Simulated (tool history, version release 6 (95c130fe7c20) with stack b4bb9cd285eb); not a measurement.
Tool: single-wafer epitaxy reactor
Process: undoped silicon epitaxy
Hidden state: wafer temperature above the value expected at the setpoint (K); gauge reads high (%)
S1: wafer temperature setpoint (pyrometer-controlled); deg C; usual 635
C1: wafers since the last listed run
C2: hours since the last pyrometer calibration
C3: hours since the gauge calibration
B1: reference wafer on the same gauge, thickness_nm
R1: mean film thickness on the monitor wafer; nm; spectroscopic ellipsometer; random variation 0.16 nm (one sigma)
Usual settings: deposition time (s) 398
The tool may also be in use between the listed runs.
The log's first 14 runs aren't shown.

run 15 day=17.871 | S1=635 deposition_time_(s)=398 | C1=45 C2=2016.9 C3=742.5 | B1=54.641 | R1=54.68
run 16 day=19.275 | S1=635 deposition_time_(s)=398 | C1=104 C2=2050.6 C3=776.2 | B1=54.652 | R1=54.554
run 17 day=19.942 | S1=635 deposition_time_(s)=335 | C1=49 C2=2066.6 C3=792.2 | B1=54.577 | R1=45.886
run 18 day=21.2 | S1=635 deposition_time_(s)=346 | C1=93 C2=2096.8 C3=822.4 | B1=54.596 | R1=47.605
run 19 day=21.704 | S1=646 deposition_time_(s)=324 | C1=37 C2=2108.9 C3=834.5 | B1=54.661 | R1=55.912
run 20 day=22.492 | S1=624 deposition_time_(s)=398 | C1=58 C2=2127.8 C3=853.4 | B1=54.536 | R1=43.114
run 21 day=23.446 | S1=643 deposition_time_(s)=340 | C1=70 C2=2150.7 C3=876.3 | B1=54.618 | R1=55.322
run 22 day=24.608 | S1=646 deposition_time_(s)=318 | C1=86 C2=2178.6 C3=904.2 | B1=54.542 | R1=55.345
-- day=24.967 pyrometer calibrated
-- day=25.583 gauge calibrated
run 23 day=25.733 | S1=635 deposition_time_(s)=398 | C1=58 C2=18.4 C3=3.6 | B1=54.606 | R1=52.704
run 24 day=27.067 | S1=635 deposition_time_(s)=398 | C1=99 C2=50.4 C3=35.6 | B1=54.593 | R1=52.684
run 25 day=27.825 | S1=631 deposition_time_(s)=332 | C1=56 C2=68.6 C3=53.8 | B1=54.581 | R1=40.35
run 26 day=30.129 | S1=630 deposition_time_(s)=340 | C1=171 C2=123.9 C3=109.1 | B1=54.605 | R1=40.451
run 27 day=31.404 | S1=622 deposition_time_(s)=335 | C1=94 C2=154.5 C3=139.7 | B1=54.632 | R1=33.525
run 28 day=32.133 | S1=647 deposition_time_(s)=357 | C1=54 C2=172 C3=157.2 | B1=54.559 | R1=61.241
run 29 day=33.133 | S1=644 deposition_time_(s)=398 | C1=74 C2=196 C3=181.2 | B1=54.596 | R1=64.212
run 30 day=33.858 | S1=628 deposition_time_(s)=374 | C1=53 C2=213.4 C3=198.6 | B1=54.58 | R1=42.514
run 31 day=34.575 | S1=646 deposition_time_(s)=318 | C1=53 C2=230.6 C3=215.8 | B1=54.547 | R1=53.631
run 32 day=35.267 | S1=639 deposition_time_(s)=335 | C1=51 C2=247.2 C3=232.4 | B1=54.586 | R1=48.33
run 33 day=36.342 | S1=629 deposition_time_(s)=438 | C1=79 C2=273 C3=258.2 | B1=54.618 | R1=51.242

5 ways to go on from here, each from the tool as it stands after run 33. What would each give?
run A day=36.362 | S1=635 deposition_time_(s)=398 | C1=1 C2=273.5 C3=258.7 | B1=? | R1=?
run B day=36.362 | S1=629 deposition_time_(s)=398 | C1=1 C2=273.5 C3=258.7 | B1=? | R1=?
run C day=36.362 | S1=621 deposition_time_(s)=398 | C1=1 C2=273.5 C3=258.7 | B1=? | R1=?
run D day=36.362 | S1=630 deposition_time_(s)=430 | C1=1 C2=273.5 C3=258.7 | B1=? | R1=?
run E day=36.362 | S1=645 deposition_time_(s)=398 | C1=1 C2=273.5 C3=258.7 | B1=? | R1=?

run=A B1=54.621 R1=52.789
run=B B1=54.621 R1=46.328
run=C B1=54.621 R1=38.825
run=D B1=54.621 R1=51.16
run=E B1=54.621 R1=65.383
Without the tool's hidden state the same runs would have given:
run=A R1=52.368
run=B R1=45.954
run=C R1=38.506
run=D R1=50.748
run=E R1=64.872
